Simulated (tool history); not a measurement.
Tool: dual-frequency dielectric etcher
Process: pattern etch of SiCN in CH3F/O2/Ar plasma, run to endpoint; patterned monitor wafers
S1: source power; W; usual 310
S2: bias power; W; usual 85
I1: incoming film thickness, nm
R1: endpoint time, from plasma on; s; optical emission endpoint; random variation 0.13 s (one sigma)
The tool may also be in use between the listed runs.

run,day,S1,S2,I1,R1
1,0,310,85,9.61,25.1
2,1.138,310,85,9.59,24.8
3,2.504,310,85,9.62,24.9
4,3.471,290,85,9.61,25.5
5,4.454,290,85,9.71,25.3
6,4.967,360,69,9.62,24.3
7,5.729,360,69,9.65,24.7
8,7.021,310,85,9.59,24.4
# day 9.208: wet clean of the chamber
9,11.038,310,85,9.53,25.6
10,12.075,310,85,9.54,25.4
11,12.804,310,85,9.61,25.6
12,13.717,310,85,9.52,25.1
13,14.933,310,70,9.63,27
# day 15.292: source power generator calibrated
14,16.383,270,77,9.67,27.6
15,17.283,310,85,9.63,25.5
16,18.129,280,85,9.59,26.1
17,19.508,310,65,9.54,26.8
18,20.521,310,85,9.58,25.1
# day 21.792: upper electrode replaced, of another model than before
19,21.812,310,96,9.59,23.9
20,21.888,310,85,9.66,25.1
21,23.096,240,102,9.62,24.7
# day 23.554: bias power generator calibrated
22,24.038,350,70,9.61,26.2
23,25.208,250,85,9.67,26.3
24,26.421,280,85,9.62,25.6
25,27.75,310,85,9.56,24.8
26,28.421,270,79,9.55,26.2
27,29.833,250,77,9.6,26.9

4 ways to go on from here, each from the tool as it stands after run 27. What would each give?
A,29.85,310,85,9.73,?
B,29.85,270,94,9.73,?
C,29.85,350,68,9.73,?
D,29.85,340,73,9.73,?

run,R1
A,24.9
B,24.6
C,26.4
D,25.8
Without the tool's hidden state the same runs would have given:
run,R1
A,25.8
B,25.5
C,27.3
D,26.8
